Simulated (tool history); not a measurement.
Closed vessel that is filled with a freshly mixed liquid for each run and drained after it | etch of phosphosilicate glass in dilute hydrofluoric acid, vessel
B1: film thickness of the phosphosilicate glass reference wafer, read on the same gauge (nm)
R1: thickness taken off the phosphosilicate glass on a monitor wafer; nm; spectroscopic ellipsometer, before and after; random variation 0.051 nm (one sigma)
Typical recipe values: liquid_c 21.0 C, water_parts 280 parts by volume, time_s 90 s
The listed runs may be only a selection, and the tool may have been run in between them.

{"run": 1, "hour": 0.0, "liquid_c": 21.0, "water_parts": 280, "time_s": 90, "B1": 99.98, "R1": 13.11}
{"run": 2, "hour": 41.2, "liquid_c": 21.0, "water_parts": 280, "time_s": 90, "B1": 99.99, "R1": 13.15}
{"run": 3, "hour": 100.0, "liquid_c": 21.0, "water_parts": 280, "time_s": 115, "B1": 100.01, "R1": 16.79}
{"hour": 119.5, "done": "gauge calibrated"}
{"run": 4, "hour": 147.8, "liquid_c": 21.0, "water_parts": 280, "time_s": 115, "B1": 100.07, "R1": 16.83}
{"run": 5, "hour": 187.9, "liquid_c": 21.0, "water_parts": 355, "time_s": 130, "B1": 100.03, "R1": 14.15}
{"run": 6, "hour": 230.8, "liquid_c": 21.0, "water_parts": 355, "time_s": 130, "B1": 100.04, "R1": 13.97}
{"run": 7, "hour": 260.0, "liquid_c": 21.0, "water_parts": 280, "time_s": 90, "B1": 99.95, "R1": 13.17}
{"run": 8, "hour": 311.9, "liquid_c": 21.0, "water_parts": 280, "time_s": 90, "B1": 100.0, "R1": 13.16}
{"run": 9, "hour": 371.7, "liquid_c": 21.0, "water_parts": 280, "time_s": 90, "B1": 100.01, "R1": 13.17}
{"run": 10, "hour": 427.0, "liquid_c": 21.0, "water_parts": 280, "time_s": 90, "B1": 99.98, "R1": 13.25}
{"hour": 447.6, "done": "hydrofluoric acid flow meter replaced"}
{"run": 11, "hour": 463.9, "liquid_c": 21.0, "water_parts": 280, "time_s": 90, "B1": 100.02, "R1": 12.72}
{"run": 12, "hour": 490.3, "liquid_c": 21.0, "water_parts": 280, "time_s": 90, "B1": 99.98, "R1": 12.65}
{"run": 13, "hour": 523.2, "liquid_c": 21.0, "water_parts": 280, "time_s": 90, "B1": 100.04, "R1": 12.6}
{"run": 14, "hour": 595.0, "liquid_c": 17.0, "water_parts": 155, "time_s": 40, "B1": 100.01, "R1": 9.71}
{"hour": 629.4, "done": "thermometer replaced"}
{"run": 15, "hour": 632.9, "liquid_c": 17.0, "water_parts": 390, "time_s": 125, "B1": 99.97, "R1": 11.17}
{"run": 16, "hour": 676.1, "liquid_c": 21.0, "water_parts": 235, "time_s": 90, "B1": 100.0, "R1": 17.71}
{"run": 17, "hour": 743.0, "liquid_c": 18.0, "water_parts": 160, "time_s": 60, "B1": 100.01, "R1": 16.52}
{"run": 18, "hour": 787.5, "liquid_c": 21.0, "water_parts": 280, "time_s": 115, "B1": 99.94, "R1": 18.15}
{"hour": 800.2, "done": "gauge calibrated"}
{"run": 19, "hour": 849.0, "liquid_c": 23.5, "water_parts": 205, "time_s": 70, "B1": 99.97, "R1": 17.72}
{"run": 20, "hour": 884.2, "liquid_c": 21.0, "water_parts": 330, "time_s": 90, "B1": 100.04, "R1": 11.54}
{"run": 21, "hour": 940.7, "liquid_c": 17.0, "water_parts": 190, "time_s": 115, "B1": 99.95, "R1": 24.87}
{"run": 22, "hour": 978.5, "liquid_c": 17.0, "water_parts": 380, "time_s": 90, "B1": 99.98, "R1": 8.32}
{"run": 23, "hour": 1042.7, "liquid_c": 21.0, "water_parts": 160, "time_s": 120, "B1": 100.04, "R1": 37.18}

Some steps in R1 between neighbouring runs. How much of each would the tool show without its hidden state too (settings, what came in, random variation), and how much is left for the hidden state, with any gauge scatter that isn't in both results?
Hidden conditions of the tool in this case: liquid colder than its thermometer reads (K); hydrofluoric acid flow above the setpoint (%); gauge reads high (%).
Run 10 -> 11: hydrofluoric acid flow meter replaced. R1 -0.53 nm: hidden state -0.48, all else -0.05.
Run 14 -> 15: water_parts 155 -> 390, time_s 40 -> 125, thermometer replaced. R1 +1.46 nm: hidden state +1.31, all else +0.15.
Run 21 -> 22: water_parts 190 -> 380, time_s 115 -> 90. R1 -16.55 nm: hidden state -0.02, all else -16.53.
Run 22 -> 23: liquid_c 17.0 -> 21.0, water_parts 380 -> 160, time_s 90 -> 120. R1 +28.86 nm: hidden state +0.04, all else +28.82.
